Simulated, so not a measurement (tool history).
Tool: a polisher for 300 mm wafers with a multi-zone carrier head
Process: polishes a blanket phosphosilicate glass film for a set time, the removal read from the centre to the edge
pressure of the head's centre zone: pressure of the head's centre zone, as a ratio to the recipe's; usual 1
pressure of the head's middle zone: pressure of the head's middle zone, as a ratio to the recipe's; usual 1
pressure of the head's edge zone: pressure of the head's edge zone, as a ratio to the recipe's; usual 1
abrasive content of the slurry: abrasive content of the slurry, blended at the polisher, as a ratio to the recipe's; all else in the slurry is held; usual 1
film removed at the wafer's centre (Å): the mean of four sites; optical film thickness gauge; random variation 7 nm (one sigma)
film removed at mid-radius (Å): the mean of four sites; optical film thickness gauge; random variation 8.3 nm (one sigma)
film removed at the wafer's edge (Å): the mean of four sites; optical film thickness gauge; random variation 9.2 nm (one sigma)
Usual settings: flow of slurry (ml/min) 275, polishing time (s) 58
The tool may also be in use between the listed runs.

run,day,flow of slurry (ml/min),pressure of the head's centre zone,pressure of the head's middle zone,pressure of the head's edge zone,abrasive content of the slurry,polishing time (s),"incoming thickness of the incoming film, nm",film removed at the wafer's centre (Å),film removed at mid-radius (Å),film removed at the wafer's edge (Å)
1,0,275,1,1,1,1,58,2019.3,7555,7713,7636
2,1.446,275,1,1,1,1,58,2013.2,7243,7397,7536
3,1.962,275,1,1,1,1,58,1977.4,7232,7361,7499
4,2.7,275,1,1,1,1,58,1989.1,7230,7367,7298
5,3.267,275,1,1,1,1,58,2008.5,7057,7462,7400
6,4.479,275,1,1,1.07,1,58,2004.3,7155,7258,7430
7,5.121,275,1,0.93,1.07,1,58,1972.6,7064,6920,7416
8,6.296,275,1,1,1.11,0.9,58,1997.3,6653,6783,7008
9,7.275,275,1,1,1.08,1,58,1964,7307,7642,7794
10,8.079,275,1.06,1.04,1,1,49,1979.5,6377,6632,6433
11,9.275,205,0.91,0.95,1,1,67,1998.4,7885,7865,8424
12,10.162,275,1,1,1,1,58,2012.4,7389,7235,7380
13,11.433,275,0.89,1,0.88,1.2,58,1964.8,7541,8177,7770
14,12.921,275,1,1,1,1,58,1950.3,7920,7858,7719
15,13.733,275,1,1.1,0.92,1.25,58,2017.9,8632,9276,8472
16,14.871,275,1,1,1,1,58,1991.8,7472,7598,7617
17,16.154,215,1,1.04,0.92,0.7,58,1987.1,5568,5670,5555
18,17.267,190,1,1,1,1,58,1999.8,6995,7129,7065
19,18.567,275,1,1,1,1,58,2015.4,7353,7166,7180
20,19.892,320,1,1,1,1,58,2000.6,7588,7572,7511
21,21.3,275,0.92,1,1,1,39,1971.3,4832,5182,5172
22,22.1,275,1,1,1,1,58,1985.3,7462,7558,7556

Taken out of this log: 8 entries between the listed runs. Where each belongs, and how the hidden state differs across it:
Between runs 5 and 6: edge zone pressure recalibrated (day 3.421)
  removal rate lost through wear of the pad, %: 6.02 -> 6.5; deviation of the centre zone's pressure from its setpoint, %: -6.61 -> -6.83
  measured less the result without the state, film removed at the wafer's centre (Å): -777 -> -839; film removed at mid-radius (Å): -476 -> -502; film removed at the wafer's edge (Å): -474 -> -516
Between runs 6 and 7: slurry nozzle cleaned (day 4.779)
  removal rate lost through wear of the pad, %: 6.5 -> 6.66; deviation of the centre zone's pressure from its setpoint, %: -6.83 -> -6.94
  measured less the result without the state, film removed at the wafer's centre (Å): -839 -> -849; film removed at mid-radius (Å): -502 -> -492; film removed at the wafer's edge (Å): -516 -> -529
Between runs 8 and 9: worn pad replaced by a new one (day 6.633); carrier head's membrane replaced by a new one (day 6.742)
  removal rate lost through wear of the pad, %: 6.87 -> 2.56; deviation of the centre zone's pressure from its setpoint, %: -7.15 -> -7.32
  measured less the result without the state, film removed at the wafer's centre (Å): -825 -> -552; film removed at mid-radius (Å): -499 -> -198; film removed at the wafer's edge (Å): -517 -> -204
Between runs 10 and 11: centre zone pressure recalibrated (day 8.358)
  removal rate lost through wear of the pad, %: 4.03 -> 5.45; deviation of the centre zone's pressure from its setpoint, %: -7.47 -> -0.48
  measured less the result without the state, film removed at the wafer's centre (Å): -593 -> -480; film removed at mid-radius (Å): -277 -> -453; film removed at the wafer's edge (Å): -270 -> -486
Between runs 13 and 14: worn pad replaced by a new one (day 12.833)
  removal rate lost through wear of the pad, %: 6.71 -> 0.315; deviation of the centre zone's pressure from its setpoint, %: -0.861 -> -1.12
  measured less the result without the state, film removed at the wafer's centre (Å): -586 -> -82; film removed at mid-radius (Å): -587 -> -25; film removed at the wafer's edge (Å): -558 -> -25
Between runs 20 and 21: worn pad replaced by a new one (day 20.608); edge zone pressure recalibrated (day 20.858)
  removal rate lost through wear of the pad, %: 6.33 -> 2.52; deviation of the centre zone's pressure from its setpoint, %: -2.36 -> -2.61
  measured less the result without the state, film removed at the wafer's centre (Å): -634 -> -207; film removed at mid-radius (Å): -511 -> -133; film removed at the wafer's edge (Å): -508 -> -133
